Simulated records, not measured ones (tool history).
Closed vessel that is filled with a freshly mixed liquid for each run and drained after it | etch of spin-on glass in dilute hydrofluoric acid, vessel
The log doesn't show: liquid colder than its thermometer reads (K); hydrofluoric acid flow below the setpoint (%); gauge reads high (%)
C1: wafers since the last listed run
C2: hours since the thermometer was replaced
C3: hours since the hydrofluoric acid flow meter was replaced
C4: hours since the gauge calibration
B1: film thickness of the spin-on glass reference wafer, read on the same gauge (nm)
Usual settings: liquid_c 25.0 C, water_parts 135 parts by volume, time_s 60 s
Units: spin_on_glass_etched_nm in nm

Run 1, hour 0.0: usual settings; C1 0; C2 2446.5; C3 801.4; C4 197.2; B1 140.03. Result: spin_on_glass_etched_nm 21.56 nm.
Run 2, hour 13.0: usual settings; C1 971; C2 2459.5; C3 814.4; C4 210.2; B1 140.01. Result: spin_on_glass_etched_nm 21.53 nm.
Run 3, hour 34.8: usual settings; C1 1629; C2 2481.3; C3 836.2; C4 232.0; B1 139.97. Result: spin_on_glass_etched_nm 21.28 nm.
Run 4, hour 50.2: usual settings; C1 1151; C2 2496.7; C3 851.6; C4 247.4; B1 139.98. Result: spin_on_glass_etched_nm 21.44 nm.
Run 5, hour 83.7: usual settings; C1 2504; C2 2530.2; C3 885.1; C4 280.9; B1 139.98. Result: spin_on_glass_etched_nm 21.73 nm.
Run 6, hour 100.1: usual settings; C1 1226; C2 2546.6; C3 901.5; C4 297.3; B1 139.99. Result: spin_on_glass_etched_nm 21.23 nm.
Run 7, hour 126.0: usual settings but time_s 75 s; C1 1936; C2 2572.5; C3 927.4; C4 323.2; B1 140.04. Result: spin_on_glass_etched_nm 26.28 nm.
At hour 128.9: thermometer replaced.
Run 8, hour 151.8: usual settings but time_s 75 s; C1 1854; C2 22.9; C3 953.2; C4 349.0; B1 140.02. Result: spin_on_glass_etched_nm 26.44 nm.
Run 9, hour 175.6: usual settings but time_s 75 s; C1 1779; C2 46.7; C3 977.0; C4 372.8; B1 140.01. Result: spin_on_glass_etched_nm 26.13 nm.
Run 10, hour 197.2: usual settings; C1 1614; C2 68.3; C3 998.6; C4 394.4; B1 140.01. Result: spin_on_glass_etched_nm 21.09 nm.
Run 11, hour 211.3: usual settings; C1 1054; C2 82.4; C3 1012.7; C4 408.5; B1 140.01. Result: spin_on_glass_etched_nm 20.99 nm.
Run 12, hour 247.0: usual settings but liquid_c 27.5 C, water_parts 155 parts by volume, time_s 85 s; C1 2668; C2 118.1; C3 1048.4; C4 444.2; B1 140.00. Result: spin_on_glass_etched_nm 28.13 nm.
Run 13, hour 260.0: usual settings but liquid_c 22.5 C, water_parts 70 parts by volume, time_s 80 s; C1 971; C2 131.1; C3 1061.4; C4 457.2; B1 139.99. Result: spin_on_glass_etched_nm 53.02 nm.
At hour 276.7: hydrofluoric acid flow meter replaced.
Run 14, hour 283.9: usual settings but liquid_c 27.5 C; C1 1712; C2 155.0; C3 7.2; C4 481.1; B1 139.99. Result: spin_on_glass_etched_nm 25.74 nm.
Run 15, hour 313.3: usual settings but liquid_c 27.5 C, water_parts 155 parts by volume, time_s 30 s; C1 2197; C2 184.4; C3 36.6; C4 510.5; B1 140.01. Result: spin_on_glass_etched_nm 11.03 nm.
Run 16, hour 337.2: usual settings; C1 1786; C2 208.3; C3 60.5; C4 534.4; B1 139.98. Result: spin_on_glass_etched_nm 22.90 nm.
Run 17, hour 353.0: usual settings; C1 1181; C2 224.1; C3 76.3; C4 550.2; B1 140.00. Result: spin_on_glass_etched_nm 23.09 nm.
Run 18, hour 381.9: usual settings but liquid_c 30.0 C, time_s 85 s; C1 2160; C2 253.0; C3 105.2; C4 579.1; B1 139.97. Result: spin_on_glass_etched_nm 39.67 nm.
At hour 444.1: gauge calibrated.
Run 19, hour 446.3: usual settings but water_parts 205 parts by volume, time_s 95 s; C1 4814; C2 317.4; C3 169.6; C4 2.2; B1 139.99. Result: spin_on_glass_etched_nm 22.31 nm.
Run 20, hour 473.6: usual settings but time_s 45 s; C1 2040; C2 344.7; C3 196.9; C4 29.5; B1 139.98. Result: spin_on_glass_etched_nm 17.12 nm.
Run 21, hour 497.0: usual settings but water_parts 205 parts by volume, time_s 95 s; C1 1749; C2 368.1; C3 220.3; C4 52.9; B1 140.02. Result: spin_on_glass_etched_nm 22.07 nm.
Run 22, hour 518.5: usual settings but time_s 70 s; C1 1607; C2 389.6; C3 241.8; C4 74.4; B1 140.06. Result: spin_on_glass_etched_nm 26.87 nm.
Run 23, hour 536.5: usual settings but liquid_c 28.0 C, water_parts 195 parts by volume, time_s 40 s; C1 1345; C2 407.6; C3 259.8; C4 92.4; B1 140.05. Result: spin_on_glass_etched_nm 10.94 nm.
Run 24, hour 551.6: usual settings but liquid_c 22.5 C, water_parts 75 parts by volume, time_s 50 s; C1 1128; C2 422.7; C3 274.9; C4 107.5; B1 139.99. Result: spin_on_glass_etched_nm 33.14 nm.
Run 25, hour 576.6: usual settings but time_s 35 s; C1 1868; C2 447.7; C3 299.9; C4 132.5; B1 140.02. Result: spin_on_glass_etched_nm 13.19 nm.
Run 26, hour 591.1: usual settings; C1 1084; C2 462.2; C3 314.4; C4 147.0; B1 139.97. Result: spin_on_glass_etched_nm 22.92 nm.
Run 27, hour 607.6: usual settings but liquid_c 26.5 C, water_parts 105 parts by volume, time_s 75 s; C1 1233; C2 478.7; C3 330.9; C4 163.5; B1 139.97. Result: spin_on_glass_etched_nm 40.26 nm.
Run 28, hour 642.4: usual settings; C1 2601; C2 513.5; C3 365.7; C4 198.3; B1 140.01. Result: spin_on_glass_etched_nm 22.47 nm.
Run 29, hour 668.5: usual settings but liquid_c 27.0 C, water_parts 95 parts by volume; C1 1951; C2 539.6; C3 391.8; C4 224.4; B1 139.98. Result: spin_on_glass_etched_nm 36.55 nm.
Run 30, hour 683.7: usual settings but liquid_c 28.5 C, water_parts 85 parts by volume; C1 1136; C2 554.8; C3 407.0; C4 239.6; B1 140.01. Result: spin_on_glass_etched_nm 44.30 nm.
Run 31, hour 709.6: usual settings but liquid_c 20.0 C, water_parts 165 parts by volume, time_s 70 s; C1 1936; C2 580.7; C3 432.9; C4 265.5; B1 139.99. Result: spin_on_glass_etched_nm 17.00 nm.
Run 32, hour 742.5: usual settings but liquid_c 23.5 C, water_parts 95 parts by volume; C1 2459; C2 613.6; C3 465.8; C4 298.4; B1 140.01. Result: spin_on_glass_etched_nm 31.85 nm.
Run 33, hour 766.9: usual settings but water_parts 205 parts by volume, time_s 95 s; C1 1824; C2 638.0; C3 490.2; C4 322.8; B1 139.98. Result: spin_on_glass_etched_nm 21.65 nm.

The same runs without the tool's hidden state, with the same run-to-run variation:
run  spin_on_glass_etched_nm
  1                    23.86
  2                    23.85
  3                    23.64
  4                    23.85
  5                    24.26
  6                    23.75
  7                    29.50
  8                    29.76
  9                    29.50
 10                    23.86
 11                    23.79
 12                    32.13
 13                    59.92
 14                    26.34
 15                    11.32
 16                    23.56
 17                    23.79
 18                    41.02
 19                    23.26
 20                    17.87
 21                    23.15
 22                    28.18
 23                    11.53
 24                    34.77
 25                    13.92
 26                    24.22
 27                    42.58
 28                    23.89
 29                    38.88
 30                    47.18
 31                    18.21
 32                    34.14
 33                    23.43
